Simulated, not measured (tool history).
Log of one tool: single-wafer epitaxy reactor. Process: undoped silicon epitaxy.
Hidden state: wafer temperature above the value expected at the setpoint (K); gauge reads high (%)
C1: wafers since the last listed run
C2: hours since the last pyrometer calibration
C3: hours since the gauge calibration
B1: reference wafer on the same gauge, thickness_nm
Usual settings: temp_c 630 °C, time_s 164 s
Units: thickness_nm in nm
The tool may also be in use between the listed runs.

Run 1, hour 0: usual settings but time_s 175 s; C1 0; C2 1207.7; C3 141.8; B1 20.715. Result: thickness_nm 17.318 nm.
Run 2, hour 27.6: usual settings but time_s 175 s; C1 175; C2 1235.3; C3 169.4; B1 20.693. Result: thickness_nm 17.339 nm.
Run 3, hour 57.7: usual settings but time_s 175 s; C1 191; C2 1265.4; C3 199.5; B1 20.662. Result: thickness_nm 17.159 nm.
Run 4, hour 88.7: usual settings; C1 197; C2 1296.4; C3 230.5; B1 20.719. Result: thickness_nm 16.141 nm.
Run 5, hour 111: usual settings; C1 142; C2 1318.7; C3 252.8; B1 20.73. Result: thickness_nm 15.959 nm.
Run 6, hour 126.8: usual settings; C1 100; C2 1334.5; C3 268.6; B1 20.672. Result: thickness_nm 16.045 nm.
At hour 179.3: pyrometer calibrated.
At hour 192.1: gauge calibrated.
Run 7, hour 206.6: usual settings; C1 457; C2 27.3; C3 14.5; B1 20.683. Result: thickness_nm 17.585 nm.
Run 8, hour 266.3: usual settings; C1 380; C2 87; C3 74.2; B1 20.711. Result: thickness_nm 17.648 nm.
Run 9, hour 292.9: usual settings; C1 169; C2 113.6; C3 100.8; B1 20.679. Result: thickness_nm 17.803 nm.
Run 10, hour 317.4: usual settings but time_s 176 s; C1 156; C2 138.1; C3 125.3; B1 20.698. Result: thickness_nm 19.021 nm.
Run 11, hour 348.2: usual settings but temp_c 621 °C; C1 196; C2 168.9; C3 156.1; B1 20.7. Result: thickness_nm 14.289 nm.
Run 12, hour 365.2: usual settings; C1 108; C2 185.9; C3 173.1; B1 20.688. Result: thickness_nm 17.766 nm.
Run 13, hour 379.5: usual settings but time_s 179 s; C1 91; C2 200.2; C3 187.4; B1 20.714. Result: thickness_nm 19.387 nm.
Run 14, hour 397.6: usual settings but temp_c 623 °C, time_s 197 s; C1 115; C2 218.3; C3 205.5; B1 20.709. Result: thickness_nm 17.994 nm.
Run 15, hour 413.7: usual settings but temp_c 640 °C; C1 102; C2 234.4; C3 221.6; B1 20.684. Result: thickness_nm 22.366 nm.
Run 16, hour 431.1: usual settings but temp_c 618 °C, time_s 173 s; C1 110; C2 251.8; C3 239; B1 20.702. Result: thickness_nm 14.217 nm.
Run 17, hour 446.5: usual settings but temp_c 623 °C, time_s 135 s; C1 98; C2 267.2; C3 254.4; B1 20.68. Result: thickness_nm 12.307 nm.
Run 18, hour 460.6: usual settings; C1 89; C2 281.3; C3 268.5; B1 20.692. Result: thickness_nm 17.759 nm.
Run 19, hour 479.9: usual settings but temp_c 624 °C, time_s 176 s; C1 122; C2 300.6; C3 287.8; B1 20.689. Result: thickness_nm 16.619 nm.
Run 20, hour 505.1: usual settings but temp_c 615 °C, time_s 183 s; C1 160; C2 325.8; C3 313; B1 20.722. Result: thickness_nm 13.768 nm.
At hour 510: gauge calibrated.
Run 21, hour 532.3: usual settings but temp_c 624 °C, time_s 147 s; C1 173; C2 353; C3 22.3; B1 20.704. Result: thickness_nm 13.689 nm.

Forecast each of these 4 alternatives for the next run:
Run A, hour 532.7: usual settings but time_s 191 s; C1 2; C2 353.4; C3 22.7; B1 ?. Result: thickness_nm ?.
Run B, hour 532.7: usual settings but temp_c 634 °C, time_s 185 s; C1 2; C2 353.4; C3 22.7; B1 ?. Result: thickness_nm ?.
Run C, hour 532.7: usual settings but temp_c 617 °C; C1 2; C2 353.4; C3 22.7; B1 ?. Result: thickness_nm ?.
Run D, hour 532.7: usual settings but temp_c 617 °C, time_s 185 s; C1 2; C2 353.4; C3 22.7; B1 ?. Result: thickness_nm ?.

run    B1  thickness_nm
  A  20.7         20.51
  B  20.7        21.814
  C  20.7        12.915
  D  20.7        14.569
Without the tool's hidden state the same runs would have given:
run  thickness_nm
  A        20.497
  B          21.8
  C        12.907
  D         14.56
